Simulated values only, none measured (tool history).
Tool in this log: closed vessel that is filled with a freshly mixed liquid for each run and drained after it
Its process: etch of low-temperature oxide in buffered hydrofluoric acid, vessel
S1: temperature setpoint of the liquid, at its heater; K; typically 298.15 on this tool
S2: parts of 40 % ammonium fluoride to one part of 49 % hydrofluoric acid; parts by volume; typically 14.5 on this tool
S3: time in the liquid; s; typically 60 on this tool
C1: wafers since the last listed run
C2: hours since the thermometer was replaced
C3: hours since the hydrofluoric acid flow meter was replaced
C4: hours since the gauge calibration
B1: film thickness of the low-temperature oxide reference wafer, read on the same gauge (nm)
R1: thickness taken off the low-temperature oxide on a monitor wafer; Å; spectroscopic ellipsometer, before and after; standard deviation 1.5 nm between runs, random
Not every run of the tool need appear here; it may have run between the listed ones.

run 1 hour=0.0 | S1=298.15 S2=14.5 S3=45 | C1=0 C2=449.5 C3=1630.6 C4=302.8 | B1=90.02 | R1=1895.5
run 2 hour=104.7 | S1=298.15 S2=14.5 S3=45 | C1=10925 C2=554.2 C3=1735.3 C4=407.5 | B1=89.98 | R1=1886.7
run 3 hour=210.8 | S1=298.15 S2=14.5 S3=45 | C1=11071 C2=660.3 C3=1841.4 C4=513.6 | B1=90.01 | R1=1883.4
run 4 hour=266.2 | S1=298.15 S2=14.5 S3=50 | C1=5780 C2=715.7 C3=1896.8 C4=569.0 | B1=89.99 | R1=2135.2
run 5 hour=303.1 | S1=298.15 S2=16.0 S3=60 | C1=3850 C2=752.6 C3=1933.7 C4=605.9 | B1=90.03 | R1=2304.0
-- hour=309.2 hydrofluoric acid flow meter replaced
run 6 hour=374.1 | S1=298.15 S2=16.0 S3=60 | C1=7304 C2=823.6 C3=64.9 C4=676.9 | B1=89.98 | R1=2036.1
run 7 hour=434.8 | S1=298.15 S2=14.5 S3=60 | C1=6333 C2=884.3 C3=125.6 C4=737.6 | B1=89.94 | R1=2248.4
-- hour=442.9 gauge calibrated
run 8 hour=490.4 | S1=300.15 S2=17.0 S3=45 | C1=5801 C2=939.9 C3=181.2 C4=47.5 | B1=89.99 | R1=1619.9
run 9 hour=546.8 | S1=302.15 S2=14.5 S3=30 | C1=5885 C2=996.3 C3=237.6 C4=103.9 | B1=90.00 | R1=1418.2
run 10 hour=644.2 | S1=296.65 S2=12.0 S3=60 | C1=10163 C2=1093.7 C3=335.0 C4=201.3 | B1=89.95 | R1=2567.3
run 11 hour=694.9 | S1=298.15 S2=19.5 S3=85 | C1=5290 C2=1144.4 C3=385.7 C4=252.0 | B1=90.00 | R1=2447.5
-- hour=757.9 thermometer replaced
run 12 hour=788.8 | S1=298.15 S2=14.5 S3=60 | C1=9693 C2=30.9 C3=479.6 C4=345.9 | B1=90.04 | R1=2316.7
run 13 hour=873.2 | S1=296.15 S2=17.0 S3=35 | C1=8806 C2=115.3 C3=564.0 C4=430.3 | B1=89.97 | R1=1045.1
run 14 hour=970.6 | S1=301.65 S2=17.0 S3=60 | C1=10163 C2=212.7 C3=661.4 C4=527.7 | B1=90.04 | R1=2398.0

4 options for the next run, each taken on its own from the tool as it stands now. Forecast them:
run A hour=971.3 | S1=298.15 S2=14.5 S3=60 | C1=73 C2=213.4 C3=662.1 C4=528.4 | B1=? | R1=?
run B hour=971.3 | S1=296.15 S2=14.5 S3=80 | C1=73 C2=213.4 C3=662.1 C4=528.4 | B1=? | R1=?
run C hour=971.3 | S1=295.65 S2=18.5 S3=35 | C1=73 C2=213.4 C3=662.1 C4=528.4 | B1=? | R1=?
run D hour=971.3 | S1=296.65 S2=12.0 S3=50 | C1=73 C2=213.4 C3=662.1 C4=528.4 | B1=? | R1=?

run=A B1=90.01 R1=2329.7
run=B B1=90.01 R1=2784.9
run=C B1=90.01 R1=932.7
run=D B1=90.01 R1=2152.9
Stripped of hidden state, with their random variation kept, the same runs would have yielded:
run=A R1=2227.0
run=B R1=2662.1
run=C R1=891.4
run=D R1=2058.5

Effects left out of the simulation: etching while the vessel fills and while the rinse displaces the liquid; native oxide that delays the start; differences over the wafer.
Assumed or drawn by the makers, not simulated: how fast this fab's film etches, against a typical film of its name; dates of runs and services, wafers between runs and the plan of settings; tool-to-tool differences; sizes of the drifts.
